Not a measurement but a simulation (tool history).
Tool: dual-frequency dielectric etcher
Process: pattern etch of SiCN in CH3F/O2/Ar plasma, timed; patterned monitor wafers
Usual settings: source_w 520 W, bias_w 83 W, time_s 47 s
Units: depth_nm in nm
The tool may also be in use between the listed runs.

run    hour  source_w  bias_w  time_s  wafers since the last listed run  hours since the last wet clean  hours since the last source power generator calibration  hours since the last bias power generator calibration  hours since the last upper electrode change  hours since the gauge calibration  read-back reference wafer on the same gauge, depth_nm  depth_nm
  1       0       520      83      39                                 0                           254.9                                                   1044.2                                                 3487.1                                       3843.5                             1368.8                                                  17.58     18.12
  2    98.8       430      92      47                               695                           353.7                                                     1143                                                 3585.9                                       3942.3                             1467.6                                                  17.61     21.44
      152.2  -- wet clean of the chamber
  3   162.4       430      92      47                               278                            10.2                                                   1206.6                                                 3649.5                                       4005.9                             1531.2                                                  17.63     21.87
  4   220.2       430      92      47                               406                              68                                                   1264.4                                                 3707.3                                       4063.7                               1589                                                   17.6     21.79
  5   275.4       430      83      47                               388                           123.2                                                   1319.6                                                 3762.5                                       4118.9                             1644.2                                                  17.61     20.72
  6   376.1       430      83      47                               708                           223.9                                                   1420.3                                                 3863.2                                       4219.6                             1744.9                                                   17.6     20.71
  7   456.8       520      68      47                               567                           304.6                                                     1501                                                 3943.9                                       4300.3                             1825.6                                                  17.59     19.62
  8   562.5       520      68      47                               743                           410.3                                                   1606.7                                                 4049.6                                         4406                             1931.3                                                  17.58     19.57
      613.6  -- wet clean of the chamber
      615.1  -- source power generator calibrated
  9     638       600      83      42                               352                            24.4                                                     22.9                                                 4125.1                                       4481.5                             2006.8                                                  17.62     20.21
 10   695.5       520      83      47                               404                            81.9                                                     80.4                                                 4182.6                                         4539                             2064.3                                                  17.61     21.71
 11   775.2       520      83      47                               560                           161.6                                                    160.1                                                 4262.3                                       4618.7                               2144                                                   17.6     21.74
 12   833.1       520      83      47                               407                           219.5                                                      218                                                 4320.2                                       4676.6                             2201.9                                                  17.61     21.65
      856.1  -- gauge calibrated
 13   887.8       520      83      47                               384                           274.2                                                    272.7                                                 4374.9                                       4731.3                               31.7                                                   17.6      21.9
      918.1  -- upper electrode replaced
 14   984.1       430      66      37                               508                           370.5                                                      369                                                 4471.2                                           66                                128                                                  17.58     14.23
 15  1065.3       520      78    55.5                               571                           451.7                                                    450.2                                                 4552.4                                        147.2                              209.2                                                   17.6      25.2
     1116.7  -- wet clean of the chamber
       1121  -- bias power generator calibrated
 16  1121.5       410      83      47                               198                             4.8                                                    506.4                                                    0.5                                        203.4                              265.4                                                  17.59     20.17
 17  1205.1       620      83    59.5                               588                            88.4                                                      590                                                   84.1                                          287                                349                                                  17.58     29.08
 18    1243       520     100      55                               266                           126.3                                                    627.9                                                    122                                        324.9                              386.9                                                  17.61     28.12
 19  1345.8       410      78      47                               723                           229.1                                                    730.7                                                  224.8                                        427.7                              489.7                                                   17.6     19.53
 20    1446       420      83    40.5                               705                           329.3                                                    830.9                                                    325                                        527.9                              589.9                                                   17.6     17.52
 21  1507.7       520      83      47                               434                             391                                                    892.6                                                  386.7                                        589.6                              651.6                                                  17.57     21.48
     1586.1  -- wet clean of the chamber
 22  1600.4       520      70      47                               483                            14.3                                                    985.3                                                  479.4                                        682.3                              744.3                                                  17.61     19.81
 23    1651       600      68      41                               356                            64.9                                                   1035.9                                                    530                                        732.9                              794.9                                                  17.62      17.9
 24  1751.7       560      83      47                               708                           165.6                                                   1136.6                                                  630.7                                        833.6                              895.6                                                   17.6      22.3
 25  1839.3       450     103    36.5                               616                           253.2                                                   1224.2                                                  718.3                                        921.2                              983.2                                                  17.59     18.12
 26  1902.5       520      83      39                               444                           316.4                                                   1287.4                                                  781.5                                        984.4                             1046.4                                                  17.59     18.03
     2001.1  -- wet clean of the chamber
 27  2001.6       520      83      47                               528                             0.5                                                   1386.5                                                  880.6                                       1083.5                             1145.5                                                  17.61     21.91
 28  2178.5       520      83      47                              1244                           177.4                                                   1563.4                                                 1057.5                                       1260.4                             1322.4                                                  17.61     21.74
 29  2224.3       520      83      55                               322                           223.2                                                   1609.2                                                 1103.3                                       1306.2                             1368.2                                                  17.57     25.48

How the hidden state differs across the entries between the runs, from the last listed run before each to the first after it:
Between runs 2 and 3: wet clean of the chamber (hour 152.2)
  no hidden state differs between the two runs
Between runs 8 and 9: wet clean of the chamber (hour 613.6); source power generator calibrated (hour 615.1)
  no hidden state differs between the two runs
Between runs 12 and 13: gauge calibrated (hour 856.1)
  no hidden state differs between the two runs
Between runs 13 and 14: upper electrode replaced (hour 918.1)
  no hidden state differs between the two runs
Between runs 15 and 16: wet clean of the chamber (hour 1116.7); bias power generator calibrated (hour 1121)
  no hidden state differs between the two runs
Between runs 21 and 22: wet clean of the chamber (hour 1586.1)
  no hidden state differs between the two runs
Between runs 26 and 27: wet clean of the chamber (hour 2001.1)
  no hidden state differs between the two runs
